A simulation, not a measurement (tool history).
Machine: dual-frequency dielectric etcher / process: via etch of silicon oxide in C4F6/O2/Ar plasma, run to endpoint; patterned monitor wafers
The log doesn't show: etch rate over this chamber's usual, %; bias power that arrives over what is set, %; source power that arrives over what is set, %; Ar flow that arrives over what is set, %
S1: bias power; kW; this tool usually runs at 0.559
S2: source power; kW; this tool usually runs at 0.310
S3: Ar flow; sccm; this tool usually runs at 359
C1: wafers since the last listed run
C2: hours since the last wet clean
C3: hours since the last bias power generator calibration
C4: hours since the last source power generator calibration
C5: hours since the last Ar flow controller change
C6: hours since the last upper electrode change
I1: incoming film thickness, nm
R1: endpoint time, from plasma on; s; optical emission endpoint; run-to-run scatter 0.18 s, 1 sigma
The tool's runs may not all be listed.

{"run": 1, "hour": 0.0, "S1": 0.559, "S2": 0.31, "S3": 359, "C1": 0, "C2": 293.9, "C3": 1747.5, "C4": 4230.8, "C5": 24.2, "C6": 3963.3, "I1": 140.9, "R1": 33.3}
{"run": 2, "hour": 12.7, "S1": 0.559, "S2": 0.28, "S3": 421, "C1": 208, "C2": 306.6, "C3": 1760.2, "C4": 4243.5, "C5": 36.9, "C6": 3976.0, "I1": 142.7, "R1": 35.7}
{"run": 3, "hour": 25.1, "S1": 0.559, "S2": 0.28, "S3": 421, "C1": 203, "C2": 319.0, "C3": 1772.6, "C4": 4255.9, "C5": 49.3, "C6": 3988.4, "I1": 144.0, "R1": 36.3}
{"run": 4, "hour": 40.2, "S1": 0.559, "S2": 0.28, "S3": 359, "C1": 247, "C2": 334.1, "C3": 1787.7, "C4": 4271.0, "C5": 64.4, "C6": 4003.5, "I1": 142.6, "R1": 35.3}
{"run": 5, "hour": 46.4, "S1": 0.559, "S2": 0.28, "S3": 359, "C1": 101, "C2": 340.3, "C3": 1793.9, "C4": 4277.2, "C5": 70.6, "C6": 4009.7, "I1": 142.0, "R1": 35.0}
{"hour": 59.0, "done": "source power generator calibrated"}
{"run": 6, "hour": 59.5, "S1": 0.559, "S2": 0.28, "S3": 359, "C1": 149, "C2": 353.4, "C3": 1807.0, "C4": 0.5, "C5": 83.7, "C6": 4022.8, "I1": 143.8, "R1": 35.4}
{"run": 7, "hour": 65.1, "S1": 0.463, "S2": 0.31, "S3": 359, "C1": 91, "C2": 359.0, "C3": 1812.6, "C4": 6.1, "C5": 89.3, "C6": 4028.4, "I1": 143.5, "R1": 37.6}
{"run": 8, "hour": 72.3, "S1": 0.606, "S2": 0.31, "S3": 359, "C1": 117, "C2": 366.2, "C3": 1819.8, "C4": 13.3, "C5": 96.5, "C6": 4035.6, "I1": 142.3, "R1": 32.8}
{"run": 9, "hour": 80.2, "S1": 0.504, "S2": 0.39, "S3": 330, "C1": 129, "C2": 374.1, "C3": 1827.7, "C4": 21.2, "C5": 104.4, "C6": 4043.5, "I1": 142.9, "R1": 32.6}
{"run": 10, "hour": 89.9, "S1": 0.669, "S2": 0.38, "S3": 305, "C1": 158, "C2": 383.8, "C3": 1837.4, "C4": 30.9, "C5": 114.1, "C6": 4053.2, "I1": 143.0, "R1": 28.4}
{"run": 11, "hour": 97.8, "S1": 0.656, "S2": 0.31, "S3": 285, "C1": 129, "C2": 391.7, "C3": 1845.3, "C4": 38.8, "C5": 122.0, "C6": 4061.1, "I1": 142.4, "R1": 30.2}
{"run": 12, "hour": 104.2, "S1": 0.453, "S2": 0.31, "S3": 359, "C1": 104, "C2": 398.1, "C3": 1851.7, "C4": 45.2, "C5": 128.4, "C6": 4067.5, "I1": 142.8, "R1": 37.7}
{"run": 13, "hour": 121.6, "S1": 0.559, "S2": 0.34, "S3": 359, "C1": 285, "C2": 415.5, "C3": 1869.1, "C4": 62.6, "C5": 145.8, "C6": 4084.9, "I1": 141.4, "R1": 32.5}
{"run": 14, "hour": 134.6, "S1": 0.559, "S2": 0.27, "S3": 318, "C1": 212, "C2": 428.5, "C3": 1882.1, "C4": 75.6, "C5": 158.8, "C6": 4097.9, "I1": 139.8, "R1": 34.5}
{"run": 15, "hour": 145.5, "S1": 0.559, "S2": 0.31, "S3": 359, "C1": 178, "C2": 439.4, "C3": 1893.0, "C4": 86.5, "C5": 169.7, "C6": 4108.8, "I1": 141.6, "R1": 33.9}
{"run": 16, "hour": 159.0, "S1": 0.559, "S2": 0.33, "S3": 359, "C1": 221, "C2": 452.9, "C3": 1906.5, "C4": 100.0, "C5": 183.2, "C6": 4122.3, "I1": 142.3, "R1": 33.6}
{"run": 17, "hour": 167.7, "S1": 0.559, "S2": 0.35, "S3": 359, "C1": 142, "C2": 461.6, "C3": 1915.2, "C4": 108.7, "C5": 191.9, "C6": 4131.0, "I1": 143.4, "R1": 33.2}
{"run": 18, "hour": 183.8, "S1": 0.559, "S2": 0.31, "S3": 359, "C1": 263, "C2": 477.7, "C3": 1931.3, "C4": 124.8, "C5": 208.0, "C6": 4147.1, "I1": 143.2, "R1": 34.6}
{"run": 19, "hour": 195.0, "S1": 0.437, "S2": 0.31, "S3": 295, "C1": 183, "C2": 488.9, "C3": 1942.5, "C4": 136.0, "C5": 219.2, "C6": 4158.3, "I1": 142.3, "R1": 37.6}
{"hour": 207.3, "done": "bias power generator calibrated"}
{"hour": 227.0, "done": "upper electrode replaced"}
{"hour": 240.8, "done": "wet clean of the chamber"}
{"run": 20, "hour": 241.3, "S1": 0.667, "S2": 0.27, "S3": 402, "C1": 144, "C2": 0.5, "C3": 34.0, "C4": 182.3, "C5": 265.5, "C6": 14.3, "I1": 142.1, "R1": 32.0}
{"run": 21, "hour": 241.6, "S1": 0.559, "S2": 0.31, "S3": 359, "C1": 4, "C2": 0.8, "C3": 34.3, "C4": 182.6, "C5": 265.8, "C6": 14.6, "I1": 143.4, "R1": 33.1}
{"run": 22, "hour": 247.2, "S1": 0.559, "S2": 0.31, "S3": 359, "C1": 91, "C2": 6.4, "C3": 39.9, "C4": 188.2, "C5": 271.4, "C6": 20.2, "I1": 142.5, "R1": 32.5}
{"run": 23, "hour": 282.0, "S1": 0.61, "S2": 0.31, "S3": 308, "C1": 570, "C2": 41.2, "C3": 74.7, "C4": 223.0, "C5": 306.2, "C6": 55.0, "I1": 142.0, "R1": 30.7}
{"run": 24, "hour": 297.0, "S1": 0.559, "S2": 0.25, "S3": 359, "C1": 245, "C2": 56.2, "C3": 89.7, "C4": 238.0, "C5": 321.2, "C6": 70.0, "I1": 141.8, "R1": 35.4}
{"run": 25, "hour": 314.3, "S1": 0.482, "S2": 0.31, "S3": 359, "C1": 283, "C2": 73.5, "C3": 107.0, "C4": 255.3, "C5": 338.5, "C6": 87.3, "I1": 144.0, "R1": 36.0}
{"run": 26, "hour": 330.7, "S1": 0.489, "S2": 0.28, "S3": 359, "C1": 268, "C2": 89.9, "C3": 123.4, "C4": 271.7, "C5": 354.9, "C6": 103.7, "I1": 143.7, "R1": 36.5}
{"run": 27, "hour": 336.9, "S1": 0.559, "S2": 0.31, "S3": 398, "C1": 101, "C2": 96.1, "C3": 129.6, "C4": 277.9, "C5": 361.1, "C6": 109.9, "I1": 141.3, "R1": 33.5}
{"run": 28, "hour": 351.3, "S1": 0.603, "S2": 0.31, "S3": 359, "C1": 235, "C2": 110.5, "C3": 144.0, "C4": 292.3, "C5": 375.5, "C6": 124.3, "I1": 142.5, "R1": 32.0}
{"run": 29, "hour": 363.3, "S1": 0.559, "S2": 0.31, "S3": 444, "C1": 196, "C2": 122.5, "C3": 156.0, "C4": 304.3, "C5": 387.5, "C6": 136.3, "I1": 142.0, "R1": 34.3}

Below are 4 alternative next runs, each starting from the tool's condition after run 29. Predict each:
{"run": "A", "hour": 363.7, "S1": 0.559, "S2": 0.24, "S3": 359, "C1": 6, "C2": 122.9, "C3": 156.4, "C4": 304.7, "C5": 387.9, "C6": 136.7, "I1": 143.4, "R1": "?"}
{"run": "B", "hour": 363.7, "S1": 0.66, "S2": 0.31, "S3": 359, "C1": 6, "C2": 122.9, "C3": 156.4, "C4": 304.7, "C5": 387.9, "C6": 136.7, "I1": 143.4, "R1": "?"}
{"run": "C", "hour": 363.7, "S1": 0.465, "S2": 0.35, "S3": 327, "C1": 6, "C2": 122.9, "C3": 156.4, "C4": 304.7, "C5": 387.9, "C6": 136.7, "I1": 143.4, "R1": "?"}
{"run": "D", "hour": 363.7, "S1": 0.559, "S2": 0.27, "S3": 359, "C1": 6, "C2": 122.9, "C3": 156.4, "C4": 304.7, "C5": 387.9, "C6": 136.7, "I1": 143.4, "R1": "?"}

run=A R1=36.5
run=B R1=30.8
run=C R1=34.4
run=D R1=35.0
The same runs, with their run-to-run variation unchanged, on a tool lacking any hidden condition would have given:
run=A R1=36.4
run=B R1=30.7
run=C R1=34.3
run=D R1=34.9
